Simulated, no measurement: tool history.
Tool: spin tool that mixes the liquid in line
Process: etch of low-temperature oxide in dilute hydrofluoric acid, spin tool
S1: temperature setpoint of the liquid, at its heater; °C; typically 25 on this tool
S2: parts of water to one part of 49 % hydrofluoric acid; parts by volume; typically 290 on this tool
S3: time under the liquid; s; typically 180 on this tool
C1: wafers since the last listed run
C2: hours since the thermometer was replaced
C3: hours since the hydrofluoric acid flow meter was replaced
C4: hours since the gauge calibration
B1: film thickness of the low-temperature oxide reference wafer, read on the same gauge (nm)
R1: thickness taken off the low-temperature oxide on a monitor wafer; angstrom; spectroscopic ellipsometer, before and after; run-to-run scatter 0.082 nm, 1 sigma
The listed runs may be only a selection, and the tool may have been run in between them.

run,hour,S1,S2,S3,C1,C2,C3,C4,B1,R1
1,0,27.5,290,260,0,2001.9,928.5,424.8,130.01,153.3
2,28.1,22.5,290,180,245,2030,956.6,452.9,130,88.5
3,97.9,22.5,290,180,609,2099.8,1026.4,522.7,130.01,88.5
4,152.3,22.5,290,180,475,2154.2,1080.8,577.1,129.98,89.1
5,203.4,25,290,180,446,2205.3,1131.9,628.2,129.99,98.5
6,239.7,25,345,180,317,2241.6,1168.2,664.5,129.98,77.6
# hour 299.3: hydrofluoric acid flow meter replaced
7,300.4,25,345,180,521,2302.3,1.1,725.2,130.02,78.7
# hour 314.2: gauge calibrated
# hour 315.8: thermometer replaced
8,345.3,25,345,180,383,29.5,46,31.1,130,83.9
9,371.7,28,290,180,230,55.9,72.4,57.5,129.97,118
10,427.5,22.5,215,180,487,111.7,128.2,113.3,130,138.3
11,464,22.5,290,180,318,148.2,164.7,149.8,130,95.4
12,518.8,25,370,130,478,203,219.5,204.6,130.02,54.9
13,554,20,400,180,307,238.2,254.7,239.8,130.01,58.9
14,604.2,25,290,235,438,288.4,304.9,290,130.02,137.2
15,670.6,29.5,370,120,580,354.8,371.3,356.4,130.01,58.5
16,810.3,21,175,285,1220,494.5,511,496.1,129.96,265.2
17,840.5,25,290,135,263,524.7,541.2,526.3,129.98,76.7

Alternative continuations, all from the tool just after run 17; predict every row:
A,841,25,290,180,4,525.2,541.7,526.8,?,?
B,841,25,160,150,4,525.2,541.7,526.8,?,?
C,841,27,290,180,4,525.2,541.7,526.8,?,?
D,841,21,415,215,4,525.2,541.7,526.8,?,?
E,841,25,165,120,4,525.2,541.7,526.8,?,?

run,B1,R1
A,129.99,104.4
B,129.99,181
C,129.99,111.9
D,129.99,67.9
E,129.99,139.6
Without the tool's unlogged condition, the same runs would have read:
run,R1
A,107.2
B,186.1
C,114.7
D,69.6
E,143.5

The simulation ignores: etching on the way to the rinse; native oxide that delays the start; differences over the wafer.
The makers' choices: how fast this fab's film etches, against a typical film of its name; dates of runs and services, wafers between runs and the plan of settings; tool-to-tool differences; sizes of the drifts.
